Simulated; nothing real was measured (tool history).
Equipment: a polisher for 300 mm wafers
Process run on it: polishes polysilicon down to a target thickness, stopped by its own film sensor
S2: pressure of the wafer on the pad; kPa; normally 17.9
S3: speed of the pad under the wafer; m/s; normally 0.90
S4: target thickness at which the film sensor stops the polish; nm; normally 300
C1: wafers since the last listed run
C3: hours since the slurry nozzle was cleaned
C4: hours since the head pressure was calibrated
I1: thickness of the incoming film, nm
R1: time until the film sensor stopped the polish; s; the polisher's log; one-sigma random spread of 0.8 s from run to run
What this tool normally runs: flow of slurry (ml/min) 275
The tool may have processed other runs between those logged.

Run 1, hour 0.0: usual settings; C1 0; wafers polished on this pad 201; C3 178.4; C4 189.3; I1 736.3. Result: R1 55.2 s.
Run 2, hour 29.2: usual settings; C1 223; wafers polished on this pad 424; C3 207.6; C4 218.5; I1 733.9. Result: R1 55.5 s.
Run 3, hour 93.0: usual settings; C1 488; wafers polished on this pad 912; C3 271.4; C4 282.3; I1 740.0. Result: R1 56.1 s.
Run 4, hour 126.2: usual settings; C1 253; wafers polished on this pad 1166; C3 304.6; C4 315.5; I1 718.4. Result: R1 54.3 s.
Run 5, hour 339.9: usual settings; C1 1634; wafers polished on this pad 2801; C3 518.3; C4 529.2; I1 716.8. Result: R1 51.1 s.
At hour 352.1: slurry nozzle cleaned.
Run 6, hour 378.7: usual settings; C1 289; wafers polished on this pad 3090; C3 26.6; C4 568.0; I1 730.8. Result: R1 52.3 s.
At hour 423.9: worn pad replaced by a new one.
Run 7, hour 438.9: usual settings but flow of slurry (ml/min) 205, S4 229 nm; C1 429; wafers polished on this pad 114; C3 86.8; C4 628.2; I1 722.9. Result: R1 62.7 s.
Run 8, hour 502.2: usual settings but flow of slurry (ml/min) 205, S4 229 nm; C1 484; wafers polished on this pad 598; C3 150.1; C4 691.5; I1 725.3. Result: R1 61.9 s.
Run 9, hour 545.4: usual settings but flow of slurry (ml/min) 205, S4 229 nm; C1 330; wafers polished on this pad 929; C3 193.3; C4 734.7; I1 733.3. Result: R1 62.9 s.
Run 10, hour 593.9: usual settings but S2 16.5 kPa; C1 371; wafers polished on this pad 1300; C3 241.8; C4 783.2; I1 724.3. Result: R1 53.7 s.
Run 11, hour 635.2: usual settings but S2 16.5 kPa; C1 315; wafers polished on this pad 1616; C3 283.1; C4 824.5; I1 736.1. Result: R1 54.7 s.
At hour 659.3: head pressure recalibrated.
Run 12, hour 676.5: usual settings; C1 300; wafers polished on this pad 1916; C3 324.4; C4 17.2; I1 728.1. Result: R1 56.9 s.
Run 13, hour 747.4: usual settings; C1 542; wafers polished on this pad 2459; C3 395.3; C4 88.1; I1 738.1. Result: R1 57.3 s.
Run 14, hour 779.2: usual settings; C1 243; wafers polished on this pad 2702; C3 427.1; C4 119.9; I1 723.2. Result: R1 53.8 s.
At hour 804.9: worn pad replaced by a new one.
Run 15, hour 831.3: usual settings but S3 1.02 m/s; C1 367; wafers polished on this pad 201; C3 479.2; C4 172.0; I1 732.4. Result: R1 49.6 s.
Run 16, hour 883.1: usual settings but S4 366 nm; C1 396; wafers polished on this pad 598; C3 531.0; C4 223.8; I1 730.8. Result: R1 45.4 s.
At hour 911.2: slurry nozzle cleaned.
Run 17, hour 918.3: usual settings but S4 366 nm; C1 261; wafers polished on this pad 859; C3 7.1; C4 259.0; I1 722.6. Result: R1 43.4 s.
Run 18, hour 963.6: usual settings but S2 24.1 kPa, S3 1.10 m/s; C1 346; wafers polished on this pad 1206; C3 52.4; C4 304.3; I1 729.4. Result: R1 32.7 s.
Run 19, hour 1012.3: usual settings; C1 372; wafers polished on this pad 1578; C3 101.1; C4 353.0; I1 734.2. Result: R1 52.9 s.
Run 20, hour 1066.8: usual settings but flow of slurry (ml/min) 335, S2 15.2 kPa, S4 262 nm; C1 416; wafers polished on this pad 1995; C3 155.6; C4 407.5; I1 735.6. Result: R1 67.6 s.
Run 21, hour 1113.7: usual settings but flow of slurry (ml/min) 355, S2 13.8 kPa, S3 1.06 m/s; C1 358; wafers polished on this pad 2354; C3 202.5; C4 454.4; I1 730.2. Result: R1 57.3 s.
Run 22, hour 1171.8: usual settings; C1 444; wafers polished on this pad 2799; C3 260.6; C4 512.5; I1 724.6. Result: R1 51.8 s.
Run 23, hour 1219.1: usual settings but flow of slurry (ml/min) 310, S2 22.8 kPa, S3 0.72 m/s; C1 361; wafers polished on this pad 3160; C3 307.9; C4 559.8; I1 735.0. Result: R1 52.5 s.
At hour 1277.8: worn pad replaced by a new one.
Run 24, hour 1282.5: usual settings but flow of slurry (ml/min) 245, S2 22.8 kPa, S3 0.68 m/s, S4 161 nm; C1 454; wafers polished on this pad 36; C3 371.3; C4 623.2; I1 722.1. Result: R1 70.5 s.
Run 25, hour 1352.5: usual settings but flow of slurry (ml/min) 325, S2 24.1 kPa, S3 0.72 m/s, S4 425 nm; C1 535; wafers polished on this pad 571; C3 441.3; C4 693.2; I1 725.4. Result: R1 32.7 s.
Run 26, hour 1400.1: usual settings but flow of slurry (ml/min) 215, S2 22.1 kPa, S3 0.62 m/s; C1 364; wafers polished on this pad 935; C3 488.9; C4 740.8; I1 725.1. Result: R1 62.7 s.
At hour 1423.7: slurry nozzle cleaned.
Run 27, hour 1443.0: usual settings but S4 411 nm; C1 320; wafers polished on this pad 1256; C3 19.3; C4 783.7; I1 738.5. Result: R1 37.8 s.
At hour 1491.9: head pressure recalibrated.
Run 28, hour 1501.4: usual settings; C1 431; wafers polished on this pad 1687; C3 77.7; C4 9.5; I1 725.5. Result: R1 55.8 s.
Run 29, hour 1538.0: usual settings; C1 280; wafers polished on this pad 1967; C3 114.3; C4 46.1; I1 730.6. Result: R1 55.9 s.
Run 30, hour 1568.3: usual settings but flow of slurry (ml/min) 180, S2 23.4 kPa, S4 244 nm; C1 231; wafers polished on this pad 2199; C3 144.6; C4 76.4; I1 732.8. Result: R1 51.6 s.
Run 31, hour 1614.2: usual settings; C1 351; wafers polished on this pad 2550; C3 190.5; C4 122.3; I1 718.8. Result: R1 53.4 s.
At hour 1697.4: worn pad replaced by a new one.
Run 32, hour 1800.7: usual settings but flow of slurry (ml/min) 305, S4 248 nm; C1 1396; wafers polished on this pad 790; C3 377.0; C4 308.8; I1 727.2. Result: R1 59.9 s.
Run 33, hour 1867.6: usual settings but S2 21.4 kPa; C1 511; wafers polished on this pad 1302; C3 443.9; C4 375.7; I1 737.5. Result: R1 44.6 s.
Run 34, hour 1902.6: usual settings but flow of slurry (ml/min) 365, S3 0.74 m/s, S4 164 nm; C1 267; wafers polished on this pad 1570; C3 478.9; C4 410.7; I1 718.9. Result: R1 81.0 s.
Run 35, hour 1962.8: usual settings but S4 362 nm; C1 460; wafers polished on this pad 2030; C3 539.1; C4 470.9; I1 743.1. Result: R1 46.0 s.
At hour 1971.5: slurry nozzle cleaned.
Run 36, hour 2001.9: usual settings; C1 291; wafers polished on this pad 2322; C3 30.4; C4 510.0; I1 729.0. Result: R1 51.8 s.

Alternative continuations, all from the tool just after run 36; predict every row:
Run A, hour 2002.3: usual settings but S4 445 nm; C1 3; wafers polished on this pad 2325; C3 30.8; C4 510.4; I1 728.7. Result: R1 ?.
Run B, hour 2002.3: usual settings but S2 22.8 kPa; C1 3; wafers polished on this pad 2325; C3 30.8; C4 510.4; I1 728.7. Result: R1 ?.
Run C, hour 2002.3: usual settings but S2 15.9 kPa, S4 202 nm; C1 3; wafers polished on this pad 2325; C3 30.8; C4 510.4; I1 728.7. Result: R1 ?.
Run D, hour 2002.3: usual settings but flow of slurry (ml/min) 320, S2 23.4 kPa, S3 0.80 m/s, S4 232 nm; C1 3; wafers polished on this pad 2325; C3 30.8; C4 510.4; I1 728.7. Result: R1 ?.
Run E, hour 2002.3: usual settings but flow of slurry (ml/min) 205, S2 22.1 kPa, S4 181 nm; C1 3; wafers polished on this pad 2325; C3 30.8; C4 510.4; I1 728.7. Result: R1 ?.

run    R1
  A  34.5
  B  41.1
  C  72.5
  D  51.3
  E  56.2
Without the tool's unlogged condition, the same runs would have read:
run    R1
  A  37.5
  B  44.6
  C  78.6
  D  55.6
  E  61.0

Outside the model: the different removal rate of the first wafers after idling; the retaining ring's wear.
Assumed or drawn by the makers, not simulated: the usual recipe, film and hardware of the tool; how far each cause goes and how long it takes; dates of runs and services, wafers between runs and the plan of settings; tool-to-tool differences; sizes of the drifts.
